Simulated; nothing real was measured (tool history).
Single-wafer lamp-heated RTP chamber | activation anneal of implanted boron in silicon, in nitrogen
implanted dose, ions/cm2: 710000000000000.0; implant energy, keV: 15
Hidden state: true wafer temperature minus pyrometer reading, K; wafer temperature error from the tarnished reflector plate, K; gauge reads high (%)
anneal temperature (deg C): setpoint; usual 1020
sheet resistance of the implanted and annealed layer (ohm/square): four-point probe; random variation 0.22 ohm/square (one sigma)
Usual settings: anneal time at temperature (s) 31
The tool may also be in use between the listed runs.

run    hour  anneal temperature (deg C)  anneal time at temperature (s)  wafers since the last listed run  wafers since the last pyrometer calibration  wafers since the reflector plate was cleaned  hours since the gauge calibration  read-back reference wafer on the same gauge, sheet resistance  sheet resistance of the implanted and annealed layer (ohm/square)
  1       0                        1020                              31                                 0                                         2155                                          8687                             1140.1                                                         173.01                                                             147.16
       86.7  -- reflector plate cleaned
  2    95.4                        1020                              43                              1207                                         3362                                           120                             1235.5                                                         172.97                                                             146.05
  3   178.2                        1020                              43                              1143                                         4506                                          1264                             1318.3                                                         172.98                                                             146.31
  4   250.5                        1020                              43                               998                                         5505                                          2263                             1390.6                                                         173.07                                                             146.46
  5   314.9                        1008                              31                               889                                         6395                                          3152                               1455                                                            173                                                             148.38
  6   391.9                        1008                              31                              1063                                         7459                                          4216                               1532                                                         172.94                                                             147.71
  7   443.8                        1020                              45                               717                                         8176                                          4933                             1583.9                                                         173.03                                                             145.68
  8   485.5                        1020                              45                               576                                         8752                                          5509                             1625.6                                                            173                                                             145.54
      541.8  -- pyrometer window cleaned and pyrometer calibrated
  9     561                        1005                              31                               932                                          264                                          6442                             1701.1                                                         173.02                                                             149.33
 10   636.4                        1020                              31                              1041                                         1306                                          7483                             1776.5                                                         172.91                                                             147.48
 11   739.8                        1031                              31                              1428                                         2735                                          8912                             1879.9                                                         173.03                                                             145.91
      756.1  -- reflector plate cleaned
      764.4  -- gauge calibrated
 12   816.8                        1031                              31                               953                                         3688                                           839                               52.4                                                         172.83                                                             146.08
 13   902.7                        1020                              31                              1186                                         4875                                          2025                              138.3                                                         173.01                                                             147.08
 14   951.1                        1020                              31                               668                                         5543                                          2694                              186.7                                                         173.07                                                             146.66
 15  1004.1                        1020                              31                               732                                         6275                                          3426                              239.7                                                         172.91                                                             146.48
 16    1108                        1020                              31                              1435                                         7711                                          4862                              343.6                                                         172.99                                                              146.9
     1233.9  -- pyrometer window cleaned and pyrometer calibrated
 17  1291.3                        1020                              26                              2421                                          792                                          7284                              526.9                                                         172.98                                                                148
     1324.2  -- reflector plate cleaned
 18  1486.2                        1029                              48                              2582                                         3374                                          2237                              721.8                                                         172.98                                                             145.15
 19  1564.4                        1047                              31                              1080                                         4454                                          3317                                800                                                         172.95                                                             145.29
 20  1638.2                        1020                              31                              1019                                         5474                                          4337                              873.8                                                         173.06                                                             146.98
 21  1720.1                         999                              36                              1131                                         6605                                          5469                              955.7                                                         172.99                                                             148.72
     1782.2  -- pyrometer window cleaned and pyrometer calibrated
 22  1803.4                        1009                              48                              1040                                          292                                          6509                               1039                                                         173.02                                                             147.47
 23  1849.3                        1030                              15                               634                                          926                                          7143                             1084.9                                                         173.03                                                              147.7
 24  1912.2                        1047                              44                               868                                         1795                                          8012                             1147.8                                                         173.12                                                             144.04
 25  1960.9                         993                              14                               672                                         2468                                          8685                             1196.5                                                            173                                                              151.8
     1986.6  -- reflector plate cleaned
 26  2050.1                         994                              23                              1121                                         3590                                           877                             1285.7                                                            173                                                              149.8
 27  2145.4                        1020                              31                              1316                                         4906                                          2193                               1381                                                         173.04                                                              146.7
 28  2243.5                        1020                              31                              1355                                         6261                                          3549                             1479.1                                                         173.02                                                             146.61
 29  2347.6                        1032                              39                              1438                                         7700                                          4987                             1583.2                                                         172.95                                                             145.23
     2394.5  -- pyrometer window cleaned and pyrometer calibrated
 30  2457.7                        1020                              31                              1410                                          873                                          6397                             1693.3                                                         172.94                                                                148
       2504  -- gauge calibrated
 31  2533.1                        1012                              40                              1041                                         1915                                          7439                               29.1                                                         172.95                                                             147.78
 32  2607.1                        1020                              43                              1022                                         2937                                          8461                              103.1                                                         172.99                                                             146.15
     2693.7  -- reflector plate cleaned
 33  2712.9                        1042                              49                              1351                                         4288                                           265                              208.9                                                         173.06                                                             144.26
 34  2761.4                        1010                              15                               670                                         4958                                           935                              257.4                                                         172.87                                                             148.89
 35  2862.4                        1008                              46                              1395                                         6353                                          2331                              358.4                                                         173.02                                                             146.73
 36  2931.1                        1020                              31                               949                                         7303                                          3280                              427.1                                                         172.98                                                             146.85

Forecast each of these 4 alternatives for the next run:
  A  2931.5                        1020                              31                                 5                                         7308                                          3285                              427.5                                                              ?                                                                  ?
  B  2931.5                        1034                              17                                 5                                         7308                                          3285                              427.5                                                              ?                                                                  ?
  C  2931.5                        1041                              31                                 5                                         7308                                          3285                              427.5                                                              ?                                                                  ?
  D  2931.5                         993                              26                                 5                                         7308                                          3285                              427.5                                                              ?                                                                  ?

run  read-back reference wafer on the same gauge, sheet resistance  sheet resistance of the implanted and annealed layer (ohm/square)
  A                                                         173.08                                                              146.9
  B                                                         173.08                                                             147.17
  C                                                         173.08                                                             145.63
  D                                                         173.08                                                             150.26
Without the tool's hidden state the same runs would have given:
run  sheet resistance of the implanted and annealed layer (ohm/square)
  A                                                             147.93
  B                                                             147.81
  C                                                             146.26
  D                                                             153.11

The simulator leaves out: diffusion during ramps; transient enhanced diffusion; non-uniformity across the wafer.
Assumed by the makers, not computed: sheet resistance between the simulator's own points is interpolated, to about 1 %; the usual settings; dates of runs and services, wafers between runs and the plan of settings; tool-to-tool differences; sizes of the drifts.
